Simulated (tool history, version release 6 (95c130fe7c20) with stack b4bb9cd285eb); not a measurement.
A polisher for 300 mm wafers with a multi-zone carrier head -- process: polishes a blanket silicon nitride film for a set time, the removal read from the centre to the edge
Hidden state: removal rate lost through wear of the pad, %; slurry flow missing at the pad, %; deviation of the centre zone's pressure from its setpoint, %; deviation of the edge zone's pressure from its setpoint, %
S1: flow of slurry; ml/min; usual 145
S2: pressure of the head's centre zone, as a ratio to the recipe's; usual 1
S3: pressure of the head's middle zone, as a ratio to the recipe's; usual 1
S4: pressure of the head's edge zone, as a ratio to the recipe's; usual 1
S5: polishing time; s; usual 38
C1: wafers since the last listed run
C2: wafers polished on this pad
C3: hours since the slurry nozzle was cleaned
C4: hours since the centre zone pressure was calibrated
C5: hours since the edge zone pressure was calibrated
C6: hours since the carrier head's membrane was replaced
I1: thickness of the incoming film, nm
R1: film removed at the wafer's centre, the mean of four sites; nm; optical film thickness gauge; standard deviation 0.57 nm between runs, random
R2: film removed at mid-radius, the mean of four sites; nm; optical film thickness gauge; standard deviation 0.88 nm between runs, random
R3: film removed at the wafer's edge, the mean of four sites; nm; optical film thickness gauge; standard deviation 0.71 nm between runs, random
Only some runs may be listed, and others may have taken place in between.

Run 1, hour 0: usual settings but S5 30 s; C1 0; C2 1876; C3 40.9; C4 0.5; C5 39.8; C6 133.8; I1 518. Result: R1 48.2 nm, R2 50.1 nm, R3 51.1 nm.
Run 2, hour 21.3: usual settings but S2 0.94, S3 0.92, S4 0.97; C1 257; C2 2133; C3 62.2; C4 21.8; C5 61.1; C6 155.1; I1 525. Result: R1 58.1 nm, R2 58.2 nm, R3 64.4 nm.
Run 3, hour 45.2: usual settings; C1 289; C2 2422; C3 86.1; C4 45.7; C5 85; C6 179; I1 527.7. Result: R1 61.6 nm, R2 62 nm, R3 63.5 nm.
Run 4, hour 64: usual settings but S1 95 ml/min, S3 0.92, S4 1.05, S5 34 s; C1 227; C2 2650; C3 104.9; C4 64.5; C5 103.8; C6 197.8; I1 532.3. Result: R1 47.7 nm, R2 45.6 nm, R3 54.4 nm.
At hour 74.2: worn pad replaced by a new one.
Run 5, hour 99.2: usual settings; C1 377; C2 302; C3 140.1; C4 99.7; C5 139; C6 233; I1 519.9. Result: R1 60.2 nm, R2 62.7 nm, R3 63.2 nm.
Run 6, hour 126.6: usual settings; C1 331; C2 633; C3 167.5; C4 127.1; C5 166.4; C6 260.4; I1 514.7. Result: R1 60.3 nm, R2 62.4 nm, R3 63.8 nm.
Run 7, hour 156.4: usual settings but S2 1.06; C1 360; C2 993; C3 197.3; C4 156.9; C5 196.2; C6 290.2; I1 515.3. Result: R1 63.9 nm, R2 62 nm, R3 64.4 nm.
Run 8, hour 176.2: usual settings but S1 180 ml/min; C1 239; C2 1233; C3 217.1; C4 176.7; C5 216; C6 310; I1 517.1. Result: R1 62.9 nm, R2 64.6 nm, R3 66.6 nm.
Run 9, hour 198: usual settings but S3 0.97; C1 263; C2 1496; C3 238.9; C4 198.5; C5 237.8; C6 331.8; I1 529.9. Result: R1 58.9 nm, R2 59.3 nm, R3 64.4 nm.
Run 10, hour 223.3: usual settings but S5 27 s; C1 305; C2 1802; C3 264.2; C4 223.8; C5 263.1; C6 357.1; I1 523.1. Result: R1 41.4 nm, R2 43.2 nm, R3 45.3 nm.
Run 11, hour 259.3: usual settings; C1 435; C2 2238; C3 300.2; C4 259.8; C5 299.1; C6 393.1; I1 521.3. Result: R1 57.4 nm, R2 59.2 nm, R3 62 nm.
At hour 265.9: worn pad replaced by a new one.
Run 12, hour 283.5: usual settings but S1 120 ml/min, S2 1.1, S3 0.96, S5 50 s; C1 244; C2 212; C3 324.4; C4 284; C5 323.3; C6 417.3; I1 508.5. Result: R1 76.5 nm, R2 70 nm, R3 79.3 nm.
Run 13, hour 314.8: usual settings; C1 378; C2 591; C3 355.7; C4 315.3; C5 354.6; C6 448.6; I1 515.3. Result: R1 55.5 nm, R2 57.1 nm, R3 60.5 nm.
At hour 332.6: slurry nozzle cleaned.
Run 14, hour 338.7: usual settings but S3 0.89; C1 276; C2 868; C3 6.1; C4 339.2; C5 378.5; C6 472.5; I1 517. Result: R1 60.8 nm, R2 58.8 nm, R3 65 nm.
Run 15, hour 352.1: usual settings but S1 185 ml/min, S4 0.95; C1 162; C2 1030; C3 19.5; C4 352.6; C5 391.9; C6 485.9; I1 519.6. Result: R1 65.5 nm, R2 67.4 nm, R3 65.7 nm.
Run 16, hour 384.1: usual settings but S3 1.1; C1 386; C2 1417; C3 51.5; C4 384.6; C5 423.9; C6 517.9; I1 521.9. Result: R1 61.3 nm, R2 67.1 nm, R3 65.2 nm.
Run 17, hour 419.6: usual settings; C1 429; C2 1846; C3 87; C4 420.1; C5 459.4; C6 553.4; I1 520.7. Result: R1 61.1 nm, R2 60.7 nm, R3 65.6 nm.
Run 18, hour 441.3: usual settings but S4 1.04; C1 262; C2 2108; C3 108.7; C4 441.8; C5 481.1; C6 575.1; I1 523.7. Result: R1 62.1 nm, R2 62.4 nm, R3 65.7 nm.
Run 19, hour 476.4: usual settings but S3 0.92, S4 0.89; C1 424; C2 2533; C3 143.8; C4 476.9; C5 516.2; C6 610.2; I1 526. Result: R1 61.5 nm, R2 59.9 nm, R3 63.1 nm.
At hour 498.1: worn pad replaced by a new one.
Run 20, hour 505: usual settings; C1 297; C2 83; C3 172.4; C4 505.5; C5 544.8; C6 638.8; I1 511.2. Result: R1 60 nm, R2 62.3 nm, R3 64.2 nm.
Run 21, hour 523.9: usual settings; C1 228; C2 311; C3 191.3; C4 524.4; C5 563.7; C6 657.7; I1 528.2. Result: R1 59.5 nm, R2 62 nm, R3 64.4 nm.

For each run, the measured value with the value that run would have given without the tool's hidden condition subtracted. The run-to-run variation is shared by both, the gauge scatter possibly not:
run    R1    R2    R3
  1  -0.3  -0.2  -0.1
  2  -0.3  -0.4  -0.2
  3  -0.5  -0.5  -0.3
  4  -0.8  -0.7  -0.6
  5    -1  -0.8  -0.6
  6  -1.3  -1.1  -0.9
  7  -1.8  -1.6  -1.1
  8  -1.7  -1.5  -1.2
  9  -2.5  -2.3  -1.7
 10  -2.2    -2  -1.5
 11  -4.1  -3.7  -2.8
 12  -8.4  -6.7    -5
 13  -6.4  -5.7  -4.2
 14  -0.2  -0.1  -0.2
 15  -0.1  -0.1  -0.1
 16  -0.3  -0.3  -0.2
 17  -0.4  -0.4  -0.3
 18  -0.6  -0.5  -0.4
 19    -1  -0.8  -0.6
 20  -1.3  -1.2  -0.8
 21  -1.5  -1.4  -1.1
